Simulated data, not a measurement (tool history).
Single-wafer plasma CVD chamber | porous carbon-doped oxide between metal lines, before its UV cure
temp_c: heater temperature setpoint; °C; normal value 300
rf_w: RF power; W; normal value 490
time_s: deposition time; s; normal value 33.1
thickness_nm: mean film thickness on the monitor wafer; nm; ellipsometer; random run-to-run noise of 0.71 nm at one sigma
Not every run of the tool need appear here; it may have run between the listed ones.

| run | hour | temp_c | rf_w | time_s | read-back reference wafer on the same gauge, thickness_nm | thickness_nm |
|---|---|---|---|---|---|---|
| 1 | 0.0 | 307 | 445 | 33.1 | 138.967 | 140.706 |
| 2 | 25.7 | 306 | 490 | 33.1 | 139.042 | 156.578 |
| 3 | 57.8 | 308 | 490 | 33.1 | 138.906 | 153.565 |
| 4 | 84.3 | 308 | 490 | 33.1 | 139.202 | 153.492 |
|  | 120.2 | gauge calibrated |
|  | 174.9 | RF generator calibrated |
| 5 | 182.4 | 308 | 490 | 33.1 | 139.029 | 161.985 |
| 6 | 194.5 | 300 | 465 | 36.4 | 139.022 | 178.582 |
| 7 | 218.6 | 300 | 465 | 36.4 | 139.033 | 178.909 |
|  | 235.1 | thermocouple changed; heater temperature recalibrated |
| 8 | 236.0 | 309 | 525 | 34.8 | 139.095 | 178.835 |
| 9 | 262.9 | 308 | 490 | 33.1 | 138.875 | 160.251 |
|  | 279.1 | showerhead replaced |
| 10 | 298.6 | 287 | 490 | 36.6 | 138.973 | 204.793 |
| 11 | 316.0 | 300 | 550 | 33.1 | 139.006 | 186.069 |
| 12 | 343.6 | 288 | 490 | 33.1 | 138.785 | 183.029 |

For run 13, what comes out?
| 13 | 374.0 | 300 | 445 | 37.2 | ? | ? |

{"run 13": {"read-back reference wafer on the same gauge, thickness_nm": 139.079, "thickness_nm": 173.921}}
On a tool with no hidden condition, and with the same random variation, this run would have come out at thickness_nm 177.915 nm.

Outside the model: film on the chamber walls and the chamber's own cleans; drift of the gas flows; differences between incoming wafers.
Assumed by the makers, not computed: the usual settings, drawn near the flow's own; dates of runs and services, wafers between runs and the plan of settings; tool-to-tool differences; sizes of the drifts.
